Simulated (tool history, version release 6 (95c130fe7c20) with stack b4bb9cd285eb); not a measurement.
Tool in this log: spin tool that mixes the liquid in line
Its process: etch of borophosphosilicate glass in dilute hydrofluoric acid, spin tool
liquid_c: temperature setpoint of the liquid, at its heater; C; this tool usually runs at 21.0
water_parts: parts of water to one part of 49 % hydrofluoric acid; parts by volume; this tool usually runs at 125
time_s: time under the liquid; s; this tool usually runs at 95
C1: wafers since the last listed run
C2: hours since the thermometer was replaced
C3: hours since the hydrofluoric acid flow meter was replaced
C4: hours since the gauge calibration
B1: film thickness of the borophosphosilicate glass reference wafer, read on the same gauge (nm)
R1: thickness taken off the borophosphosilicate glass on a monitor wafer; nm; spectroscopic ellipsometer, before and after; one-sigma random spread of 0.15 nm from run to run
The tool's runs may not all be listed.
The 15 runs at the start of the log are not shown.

{"run": 16, "day": 8.288, "liquid_c": 17.5, "water_parts": 75, "time_s": 50, "C1": 49, "C2": 1486.6, "C3": 77.7, "C4": 142.3, "B1": 140.0, "R1": 26.32}
{"run": 17, "day": 8.7, "liquid_c": 21.0, "water_parts": 125, "time_s": 140, "C1": 65, "C2": 1496.5, "C3": 87.6, "C4": 152.2, "B1": 139.99, "R1": 48.49}
{"run": 18, "day": 9.362, "liquid_c": 21.0, "water_parts": 125, "time_s": 95, "C1": 104, "C2": 1512.4, "C3": 103.5, "C4": 168.1, "B1": 140.01, "R1": 33.07}
{"run": 19, "day": 10.012, "liquid_c": 24.5, "water_parts": 175, "time_s": 110, "C1": 102, "C2": 1528.0, "C3": 119.1, "C4": 183.7, "B1": 139.98, "R1": 29.88}
{"run": 20, "day": 10.492, "liquid_c": 21.0, "water_parts": 125, "time_s": 80, "C1": 75, "C2": 1539.5, "C3": 130.6, "C4": 195.2, "B1": 140.0, "R1": 27.85}
{"run": 21, "day": 10.854, "liquid_c": 21.0, "water_parts": 95, "time_s": 95, "C1": 57, "C2": 1548.2, "C3": 139.3, "C4": 203.9, "B1": 139.99, "R1": 44.65}
{"run": 22, "day": 11.171, "liquid_c": 21.0, "water_parts": 125, "time_s": 95, "C1": 50, "C2": 1555.8, "C3": 146.9, "C4": 211.5, "B1": 139.99, "R1": 32.77}
{"day": 11.354, "done": "thermometer replaced"}
{"run": 23, "day": 11.6, "liquid_c": 21.0, "water_parts": 170, "time_s": 95, "C1": 61, "C2": 5.9, "C3": 157.2, "C4": 221.8, "B1": 139.97, "R1": 26.13}
{"day": 11.808, "done": "gauge calibrated"}
{"run": 24, "day": 12.125, "liquid_c": 21.0, "water_parts": 125, "time_s": 95, "C1": 83, "C2": 18.5, "C3": 169.8, "C4": 7.6, "B1": 140.0, "R1": 36.96}
{"run": 25, "day": 12.717, "liquid_c": 17.0, "water_parts": 125, "time_s": 95, "C1": 93, "C2": 32.7, "C3": 184.0, "C4": 21.8, "B1": 140.0, "R1": 31.2}
{"run": 26, "day": 13.267, "liquid_c": 21.0, "water_parts": 150, "time_s": 95, "C1": 87, "C2": 45.9, "C3": 197.2, "C4": 35.0, "B1": 140.01, "R1": 29.8}
{"run": 27, "day": 14.004, "liquid_c": 25.0, "water_parts": 100, "time_s": 95, "C1": 116, "C2": 63.6, "C3": 214.9, "C4": 52.7, "B1": 139.98, "R1": 55.36}
{"run": 28, "day": 14.312, "liquid_c": 21.0, "water_parts": 125, "time_s": 115, "C1": 48, "C2": 71.0, "C3": 222.3, "C4": 60.1, "B1": 139.99, "R1": 44.41}
{"run": 29, "day": 15.012, "liquid_c": 17.0, "water_parts": 100, "time_s": 45, "C1": 110, "C2": 87.8, "C3": 239.1, "C4": 76.9, "B1": 140.02, "R1": 18.86}
{"run": 30, "day": 15.7, "liquid_c": 21.0, "water_parts": 125, "time_s": 95, "C1": 108, "C2": 104.3, "C3": 255.6, "C4": 93.4, "B1": 140.01, "R1": 36.77}

Below are 5 alternative next runs, each starting from the tool's condition after run 30. Predict each:
{"run": "A", "day": 15.717, "liquid_c": 21.0, "water_parts": 70, "time_s": 95, "C1": 2, "C2": 104.7, "C3": 256.0, "C4": 93.8, "B1": "?", "R1": "?"}
{"run": "B", "day": 15.717, "liquid_c": 21.0, "water_parts": 165, "time_s": 115, "C1": 2, "C2": 104.7, "C3": 256.0, "C4": 93.8, "B1": "?", "R1": "?"}
{"run": "C", "day": 15.717, "liquid_c": 21.0, "water_parts": 125, "time_s": 65, "C1": 2, "C2": 104.7, "C3": 256.0, "C4": 93.8, "B1": "?", "R1": "?"}
{"run": "D", "day": 15.717, "liquid_c": 23.0, "water_parts": 125, "time_s": 95, "C1": 2, "C2": 104.7, "C3": 256.0, "C4": 93.8, "B1": "?", "R1": "?"}
{"run": "E", "day": 15.717, "liquid_c": 25.0, "water_parts": 75, "time_s": 130, "C1": 2, "C2": 104.7, "C3": 256.0, "C4": 93.8, "B1": "?", "R1": "?"}

run=A B1=140.01 R1=69.87
run=B B1=140.01 R1=32.29
run=C B1=140.01 R1=25.14
run=D B1=140.01 R1=39.78
run=E B1=140.01 R1=104.43
Without the tool's unlogged condition, the same runs would have read:
run=A R1=70.43
run=B R1=32.53
run=C R1=25.33
run=D R1=40.08
run=E R1=105.23

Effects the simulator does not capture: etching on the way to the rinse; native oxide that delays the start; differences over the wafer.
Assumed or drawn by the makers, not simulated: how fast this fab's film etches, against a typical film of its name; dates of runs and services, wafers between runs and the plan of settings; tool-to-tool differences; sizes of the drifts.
